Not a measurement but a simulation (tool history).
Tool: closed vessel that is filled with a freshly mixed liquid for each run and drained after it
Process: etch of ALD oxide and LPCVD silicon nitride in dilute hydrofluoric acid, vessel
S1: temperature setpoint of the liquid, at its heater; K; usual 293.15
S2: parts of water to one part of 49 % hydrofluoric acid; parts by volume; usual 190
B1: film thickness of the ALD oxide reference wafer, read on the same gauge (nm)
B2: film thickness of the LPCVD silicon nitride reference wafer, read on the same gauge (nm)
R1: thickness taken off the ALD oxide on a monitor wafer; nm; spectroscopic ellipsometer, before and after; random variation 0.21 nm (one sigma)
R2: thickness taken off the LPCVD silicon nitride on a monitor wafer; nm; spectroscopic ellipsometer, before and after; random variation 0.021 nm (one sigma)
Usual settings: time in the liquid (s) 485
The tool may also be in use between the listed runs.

run 1 day=0 | S1=293.15 S2=190 time_in_the_liquid_(s)=485 | B1=90.01 B2=120.01 | R1=22.61 R2=0.973
run 2 day=1.65 | S1=293.15 S2=190 time_in_the_liquid_(s)=485 | B1=90.02 B2=119.987 | R1=23.45 R2=0.954
run 3 day=4.067 | S1=293.15 S2=190 time_in_the_liquid_(s)=485 | B1=90.02 B2=120.016 | R1=22.65 R2=0.945
run 4 day=5.821 | S1=293.15 S2=190 time_in_the_liquid_(s)=485 | B1=89.96 B2=119.988 | R1=23 R2=0.965
run 5 day=7.688 | S1=293.15 S2=190 time_in_the_liquid_(s)=485 | B1=90.04 B2=119.975 | R1=23.02 R2=0.988
run 6 day=9.783 | S1=293.15 S2=210 time_in_the_liquid_(s)=485 | B1=89.97 B2=120.018 | R1=20.53 R2=0.889
run 7 day=11.288 | S1=290.15 S2=190 time_in_the_liquid_(s)=630 | B1=89.98 B2=120.016 | R1=27.09 R2=0.994
run 8 day=14.146 | S1=290.15 S2=190 time_in_the_liquid_(s)=630 | B1=90.02 B2=120.011 | R1=26.36 R2=1.054
run 9 day=16.558 | S1=293.15 S2=190 time_in_the_liquid_(s)=485 | B1=89.97 B2=120.016 | R1=23.02 R2=0.989
run 10 day=18.008 | S1=293.15 S2=190 time_in_the_liquid_(s)=485 | B1=90.03 B2=120.034 | R1=22.52 R2=0.959
run 11 day=20.079 | S1=293.15 S2=190 time_in_the_liquid_(s)=485 | B1=90.05 B2=119.98 | R1=23.19 R2=0.987
-- day=21.417 thermometer replaced
run 12 day=22.45 | S1=293.15 S2=160 time_in_the_liquid_(s)=485 | B1=90.03 B2=119.961 | R1=28.44 R2=1.124
run 13 day=25.429 | S1=293.15 S2=190 time_in_the_liquid_(s)=615 | B1=89.99 B2=119.99 | R1=29.13 R2=1.253
run 14 day=28.412 | S1=294.65 S2=190 time_in_the_liquid_(s)=595 | B1=90.05 B2=120.013 | R1=29.48 R2=1.375
run 15 day=30.325 | S1=291.15 S2=190 time_in_the_liquid_(s)=485 | B1=89.97 B2=120.005 | R1=21.01 R2=0.842
run 16 day=31.938 | S1=290.15 S2=190 time_in_the_liquid_(s)=285 | B1=89.99 B2=120.011 | R1=11.97 R2=0.465
run 17 day=33.196 | S1=293.15 S2=135 time_in_the_liquid_(s)=565 | B1=89.98 B2=119.98 | R1=39.89 R2=1.627
-- day=33.575 gauge calibrated
run 18 day=34.929 | S1=291.15 S2=270 time_in_the_liquid_(s)=775 | B1=89.99 B2=120.017 | R1=22.11 R2=0.954
run 19 day=37.175 | S1=293.15 S2=190 time_in_the_liquid_(s)=485 | B1=89.99 B2=120.001 | R1=23.31 R2=0.943
run 20 day=39.133 | S1=295.65 S2=235 time_in_the_liquid_(s)=705 | B1=90.03 B2=120.027 | R1=28.52 R2=1.321
-- day=41.558 hydrofluoric acid flow meter replaced
run 21 day=47.054 | S1=293.15 S2=190 time_in_the_liquid_(s)=485 | B1=89.99 B2=119.995 | R1=22.62 R2=0.986
run 22 day=49.658 | S1=293.15 S2=190 time_in_the_liquid_(s)=270 | B1=90.01 B2=120.011 | R1=12.69 R2=0.55
run 23 day=50.788 | S1=293.15 S2=190 time_in_the_liquid_(s)=485 | B1=90.01 B2=120.017 | R1=22.71 R2=0.956
run 24 day=52.883 | S1=293.15 S2=165 time_in_the_liquid_(s)=485 | B1=90.02 B2=119.978 | R1=27.44 R2=1.07
run 25 day=55.371 | S1=293.15 S2=190 time_in_the_liquid_(s)=615 | B1=90.04 B2=120.016 | R1=28.81 R2=1.269

Forecast each of these 3 alternatives for the next run:
run A day=55.404 | S1=290.15 S2=190 time_in_the_liquid_(s)=485 | B1=? B2=? | R1=? R2=?
run B day=55.404 | S1=291.65 S2=130 time_in_the_liquid_(s)=485 | B1=? B2=? | R1=? R2=?
run C day=55.404 | S1=294.65 S2=190 time_in_the_liquid_(s)=485 | B1=? B2=? | R1=? R2=?

run=A B1=89.97 B2=120.034 R1=20.64 R2=0.776
run=B B1=89.97 B2=120.034 R1=33.99 R2=1.239
run=C B1=89.97 B2=120.034 R1=24.62 R2=1.045
Without the tool's hidden state the same runs would have given:
run=A R1=20.64 R2=0.776
run=B R1=33.99 R2=1.239
run=C R1=24.62 R2=1.045
